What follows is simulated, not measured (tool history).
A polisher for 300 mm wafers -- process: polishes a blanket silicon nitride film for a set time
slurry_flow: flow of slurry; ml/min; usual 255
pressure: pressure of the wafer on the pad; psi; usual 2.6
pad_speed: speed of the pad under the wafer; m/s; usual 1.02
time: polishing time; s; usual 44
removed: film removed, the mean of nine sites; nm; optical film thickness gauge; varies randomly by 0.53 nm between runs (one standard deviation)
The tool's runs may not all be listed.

run,hour,slurry_flow,pressure,pad_speed,time,"incoming thickness of the incoming film, nm",removed
1,0.0,255,2.6,1.02,44,768.3,56.4
2,63.4,255,2.6,1.02,44,773.5,56.4
3,114.8,255,2.6,1.02,44,776.2,56.3
4,182.2,255,2.6,1.02,44,763.7,57.1
5,240.0,255,2.6,1.02,44,759.8,57.9
6,275.4,255,2.6,1.02,44,763.5,57.0
7,308.6,255,2.6,1.02,44,768.4,57.3
8,335.3,255,2.6,1.02,44,758.7,57.0
9,406.6,255,2.6,1.02,44,755.0,57.1
10,462.0,255,2.6,1.02,44,771.2,58.8
11,497.3,255,2.6,1.02,44,781.4,58.2
12,534.4,255,2.6,1.02,44,779.7,58.6
13,579.1,255,2.6,1.02,44,758.5,58.3
14,616.3,255,2.6,1.28,44,761.7,70.9
15,683.6,300,2.6,1.02,44,779.1,57.5
16,746.4,300,2.6,1.02,44,768.5,57.3
17,785.6,255,2.1,1.02,44,769.4,45.4
18,824.6,255,2.6,1.34,44,787.0,70.2
19,877.9,255,2.6,1.18,44,754.2,62.7
20,923.8,255,2.6,1.02,44,775.1,56.0
21,986.4,255,2.6,0.78,53,774.8,54.5
22,1057.6,205,3.2,0.66,34,764.0,37.1
23,1088.2,255,2.6,0.68,44,769.9,40.9
24,1114.8,200,2.6,0.66,44,770.5,39.0
25,1141.6,255,2.6,1.02,44,775.0,56.9
26,1198.9,255,2.6,1.02,44,781.4,57.2
27,1228.3,255,2.6,0.70,50,777.9,48.3
28,1271.7,255,2.6,1.02,44,778.7,56.8
29,1323.8,185,1.8,1.02,56,753.0,49.4
30,1392.9,340,2.3,1.38,57,764.4,85.5
31,1437.1,290,3.4,0.78,32,766.8,44.6
32,1507.7,340,3.0,0.88,53,776.4,73.8

Removed from this log: 8 entries logged between the listed runs. Between which two listed runs does each belong, and how does the tool's hidden state at the listed run before it compare with that at the listed run after it?
Between runs 2 and 3: worn pad replaced by a new one (hour 104.3)
  deviation of the head's pressure from its setpoint, %: 0.731 -> 0.927
  measured minus no-state result, removed: +0.5 -> +0.5 nm
Between runs 8 and 9: worn pad replaced by a new one (hour 397.2)
  deviation of the head's pressure from its setpoint, %: 2.07 -> 2.55
  measured minus no-state result, removed: +1.2 -> +1.4 nm
Between runs 10 and 11: slurry nozzle cleaned (hour 464.5)
  deviation of the head's pressure from its setpoint, %: 2.95 -> 3.22
  measured minus no-state result, removed: +1.7 -> +1.8 nm
Between runs 14 and 15: head pressure recalibrated (hour 683.1)
  deviation of the head's pressure from its setpoint, %: 4.24 -> -0.384
  measured minus no-state result, removed: +2.9 -> -0.2 nm
Between runs 15 and 16: worn pad replaced by a new one (hour 718.0)
  deviation of the head's pressure from its setpoint, %: -0.384 -> -0.364
  measured minus no-state result, removed: -0.2 -> -0.2 nm
Between runs 21 and 22: worn pad replaced by a new one (hour 1017.7)
  deviation of the head's pressure from its setpoint, %: 0.0786 -> 0.321
  measured minus no-state result, removed: +0.0 -> +0.1 nm
Between runs 28 and 29: worn pad replaced by a new one (hour 1321.5)
  deviation of the head's pressure from its setpoint, %: 1.36 -> 1.68
  measured minus no-state result, removed: +0.7 -> +0.8 nm
Between runs 29 and 30: slurry nozzle cleaned (hour 1329.2)
  deviation of the head's pressure from its setpoint, %: 1.68 -> 2.15
  measured minus no-state result, removed: +0.8 -> +1.8 nm
